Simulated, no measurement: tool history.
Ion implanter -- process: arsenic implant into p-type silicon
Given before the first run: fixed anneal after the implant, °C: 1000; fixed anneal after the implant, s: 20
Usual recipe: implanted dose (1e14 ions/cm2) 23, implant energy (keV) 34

run	hour	implanted dose (1e14 ions/cm2)	implant energy (keV)	read-back reference wafer on the same gauge, sheet resistance	sheet resistance of the implanted and annealed layer (ohm/square)
1	0	23	34	88.09	92.97
2	7.2	23	34	88.16	93.24
# hour 11.9: gauge calibrated
3	23.1	23	34	88.11	93.33
4	38.8	23	34	88.06	93.15
5	47.3	23	34	88.17	93.65
6	60.6	23	34	88.11	93.74
7	76	23	38	88.22	88.4
8	85.1	23	29	88.09	99.99
9	101	23	29	88.13	100.31
10	118.8	23	29	88.01	99.81
11	126.1	23	34	88.03	92.58
12	132.2	23	34	88.1	93.35
13	141.1	18.6	34	88.04	97.57
# hour 153.4: Faraday cup replaced and dose calibrated
14	157	18.24	45	88.16	88.85
15	164.1	23	38	88.05	88.93
16	178.7	29.37	28	88.22	98.32

Predict the results of run 17:
17	193.9	26.33	29.5	?	?

{"run 17": {"read-back reference wafer on the same gauge, sheet resistance": 88.19, "sheet resistance of the implanted and annealed layer (ohm/square)": 97.83}}
With no hidden state in the tool, this same run would have given sheet resistance of the implanted and annealed layer (ohm/square) 97.83.
